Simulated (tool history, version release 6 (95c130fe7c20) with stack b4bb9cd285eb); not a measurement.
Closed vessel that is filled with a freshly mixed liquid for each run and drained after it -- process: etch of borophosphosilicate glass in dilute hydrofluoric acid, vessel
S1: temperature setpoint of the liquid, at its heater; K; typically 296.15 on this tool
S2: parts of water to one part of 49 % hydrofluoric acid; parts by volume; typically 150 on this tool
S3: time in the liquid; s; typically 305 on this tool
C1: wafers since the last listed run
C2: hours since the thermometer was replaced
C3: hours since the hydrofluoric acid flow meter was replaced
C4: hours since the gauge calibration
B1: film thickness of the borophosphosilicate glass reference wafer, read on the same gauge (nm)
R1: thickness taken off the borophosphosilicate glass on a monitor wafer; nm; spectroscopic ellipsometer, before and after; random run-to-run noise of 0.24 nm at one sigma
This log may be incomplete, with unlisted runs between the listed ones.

run    hour      S1   S2   S3    C1      C2      C3      C4     B1     R1
  1       0  296.15  180  305     0    1010   739.9   101.8  90.04  39.67
  2    56.5  296.15  150  305  3705  1066.5   796.4   158.3  90.07  48.94
  3   122.8  296.15  150  305  4348  1132.8   862.7   224.6     90  48.73
  4   219.5  296.15  150  305  6342  1229.5   959.4   321.3  90.01  48.67
  5   283.7  296.15  150  305  4210  1293.7  1023.6   385.5  90.01  48.71
      343.5  -- thermometer replaced
  6   383.3  296.15  150  305  6466    39.8  1123.2   485.1  90.05  48.29
  7   451.3  296.15  150  305  4459   107.8  1191.2   553.1     90  48.22
  8   496.7  296.15  150  305  2977   153.2  1236.6   598.5  90.01   48.2
      564.5  -- hydrofluoric acid flow meter replaced
  9   568.9  300.65  200  200  4669   225.4     4.4   670.7     90  27.38
 10   626.2  294.65  195  305  3758   282.7    61.7     728  89.96  34.68
 11   730.2  296.15  150  305  6821   386.7   165.7     832  90.01  50.63
 12   798.4  291.65  190  155  4473   454.9   233.9   900.2  90.04  16.15
 13   875.2  296.15  190  305  5037   531.7   310.7     977  89.98  37.63
 14     969  292.15  110  305  6152   625.5   404.5  1070.8  89.97  60.16
 15  1040.2  296.15  150  225  4669   696.7   475.7    1142  89.98  36.33
 16  1082.6  296.15  150  305  2780   739.1   518.1  1184.4  90.06  49.35
 17  1163.7  299.15  190  215  5319   820.2   599.2  1265.5  90.04  29.38
 18  1267.2  296.15  150  305  6788   923.7   702.7    1369  90.02  48.78
 19  1334.2  294.65  150  440  4394   990.7   769.7    1436  89.98  66.75
 20  1387.3  296.15  150  305  3482  1043.8   822.8  1489.1  90.01  49.01
 21  1483.5  296.15  150  175  6309    1140     919  1585.3  90.03  27.89
     1532.6  -- thermometer replaced
 22  1576.6  296.15  150  305  6040      44  1012.1  1678.4  90.02  48.45
 23  1617.8  292.15  150  305  2702    85.2  1053.3  1719.6  89.96   41.4
 24  1714.9  291.65  150  210  6368   182.3  1150.4  1816.7  90.04  27.72
     1740.8  -- hydrofluoric acid flow meter replaced
 25  1805.2  296.15  195  460  5856   272.6    64.4    1907  89.98  55.43
 26  1869.2  296.15  105  240  4197   336.6   128.4    1971  89.99  59.82
 27  1966.1  296.15   85  305  6355   433.5   225.3  2067.9  90.05  94.66
 28  2040.1  296.15  120  305  4853   507.5   299.3  2141.9  89.97  64.43
 29  2147.9  296.15  150  305  7070   615.3   407.1  2249.7  90.01   49.5
 30  2191.7  296.15  150  305  2872   659.1   450.9  2293.5  89.97  49.71
 31  2278.2  296.15  150  305  5673   745.6   537.4    2380  90.02  49.54
 32  2338.4  297.65  150  245  3948   805.8   597.6  2440.2  90.01  42.21
 33  2405.4  294.15  180  170  4394   872.8   664.6  2507.2     90  20.57

The tool's hidden state at each run:
liquid hotter than its thermometer reads (K): 0 on each run
gauge reads high (%): 0 on each run
H1: hydrofluoric acid flow below the setpoint (%)
run     H1
  1   2.62
  2    2.8
  3      3
  4    3.3
  5    3.5
  6   3.81
  7   4.02
  8   4.16
  9  0.492
 10   0.67
 11  0.991
 12    1.2
 13   1.44
 14   1.73
 15   1.95
 16   2.08
 17   2.33
 18   2.65
 19   2.86
 20   3.02
 21   3.32
 22   3.61
 23   3.74
 24   4.04
 25  0.565
 26  0.763
 27   1.06
 28   1.29
 29   1.63
 30   1.76
 31   2.03
 32   2.21
 33   2.42

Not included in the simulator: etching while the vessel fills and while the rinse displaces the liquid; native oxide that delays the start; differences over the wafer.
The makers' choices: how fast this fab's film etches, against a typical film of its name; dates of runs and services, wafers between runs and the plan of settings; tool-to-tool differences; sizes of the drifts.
